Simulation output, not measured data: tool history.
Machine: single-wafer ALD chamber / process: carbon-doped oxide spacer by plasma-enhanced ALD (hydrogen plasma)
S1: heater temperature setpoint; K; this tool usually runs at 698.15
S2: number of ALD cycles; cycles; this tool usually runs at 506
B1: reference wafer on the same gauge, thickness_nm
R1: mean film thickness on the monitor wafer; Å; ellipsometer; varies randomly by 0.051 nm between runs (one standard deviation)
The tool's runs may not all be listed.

{"run": 1, "hour": 0.0, "S1": 694.15, "S2": 506, "B1": 21.406, "R1": 209.26}
{"hour": 26.7, "done": "thermocouple changed; heater temperature recalibrated"}
{"run": 2, "hour": 73.7, "S1": 694.15, "S2": 506, "B1": 21.4, "R1": 205.83}
{"run": 3, "hour": 161.6, "S1": 698.15, "S2": 506, "B1": 21.407, "R1": 202.65}
{"run": 4, "hour": 215.6, "S1": 698.15, "S2": 506, "B1": 21.395, "R1": 202.94}
{"run": 5, "hour": 284.5, "S1": 698.15, "S2": 506, "B1": 21.41, "R1": 202.56}
{"run": 6, "hour": 379.7, "S1": 698.15, "S2": 506, "B1": 21.392, "R1": 203.98}
{"run": 7, "hour": 439.2, "S1": 707.15, "S2": 506, "B1": 21.4, "R1": 197.14}
{"run": 8, "hour": 485.7, "S1": 707.15, "S2": 506, "B1": 21.393, "R1": 197.32}
{"run": 9, "hour": 593.5, "S1": 707.15, "S2": 506, "B1": 21.398, "R1": 197.48}
{"run": 10, "hour": 694.6, "S1": 698.15, "S2": 506, "B1": 21.385, "R1": 204.94}
{"run": 11, "hour": 762.0, "S1": 698.15, "S2": 506, "B1": 21.401, "R1": 205.23}
{"hour": 810.8, "done": "gauge calibrated"}
{"run": 12, "hour": 815.6, "S1": 698.15, "S2": 506, "B1": 21.389, "R1": 205.75}
{"run": 13, "hour": 891.5, "S1": 698.15, "S2": 480, "B1": 21.401, "R1": 195.2}
{"run": 14, "hour": 992.6, "S1": 698.15, "S2": 480, "B1": 21.408, "R1": 194.36}
{"run": 15, "hour": 1053.3, "S1": 684.15, "S2": 506, "B1": 21.402, "R1": 215.64}
{"run": 16, "hour": 1122.7, "S1": 698.15, "S2": 506, "B1": 21.402, "R1": 205.98}
{"run": 17, "hour": 1188.7, "S1": 711.15, "S2": 562, "B1": 21.397, "R1": 217.82}
{"run": 18, "hour": 1486.8, "S1": 693.15, "S2": 447, "B1": 21.398, "R1": 186.24}
{"hour": 1520.8, "done": "thermocouple changed; heater temperature recalibrated"}
{"run": 19, "hour": 1572.9, "S1": 694.15, "S2": 535, "B1": 21.405, "R1": 217.21}
{"run": 20, "hour": 1674.2, "S1": 698.15, "S2": 506, "B1": 21.404, "R1": 202.58}
{"run": 21, "hour": 1749.1, "S1": 686.15, "S2": 419, "B1": 21.404, "R1": 174.85}
{"run": 22, "hour": 1850.6, "S1": 698.15, "S2": 461, "B1": 21.393, "R1": 186.23}
{"run": 23, "hour": 1902.3, "S1": 686.15, "S2": 588, "B1": 21.398, "R1": 246.82}
{"run": 24, "hour": 1942.0, "S1": 698.15, "S2": 413, "B1": 21.399, "R1": 166.29}
{"run": 25, "hour": 2032.2, "S1": 689.15, "S2": 435, "B1": 21.395, "R1": 181.81}
{"run": 26, "hour": 2139.5, "S1": 692.15, "S2": 506, "B1": 21.402, "R1": 209.35}
{"run": 27, "hour": 2191.5, "S1": 702.15, "S2": 577, "B1": 21.405, "R1": 228.97}
{"run": 28, "hour": 2354.8, "S1": 704.15, "S2": 577, "B1": 21.399, "R1": 229.87}
{"run": 29, "hour": 2406.0, "S1": 698.15, "S2": 480, "B1": 21.411, "R1": 194.8}

Had the tool no unlogged condition, and each run kept its random variation, what would the results have been?
Unlogged tool condition in this case: wafer temperature above the value expected at the setpoint (K); gauge reads high (%).
run=1 R1=204.93
run=2 R1=205.56
run=3 R1=202.12
run=4 R1=202.25
run=5 R1=201.66
run=6 R1=202.78
run=7 R1=195.76
run=8 R1=195.8
run=9 R1=195.64
run=10 R1=202.78
run=11 R1=202.86
run=12 R1=203.21
run=13 R1=192.58
run=14 R1=191.46
run=15 R1=212.4
run=16 R1=202.52
run=17 R1=213.76
run=18 R1=182.19
run=19 R1=216.97
run=20 R1=202.05
run=21 R1=174.22
run=22 R1=185.25
run=23 R1=245.4
run=24 R1=165.19
run=25 R1=180.42
run=26 R1=207.4
run=27 R1=226.58
run=28 R1=226.88
run=29 R1=192.18
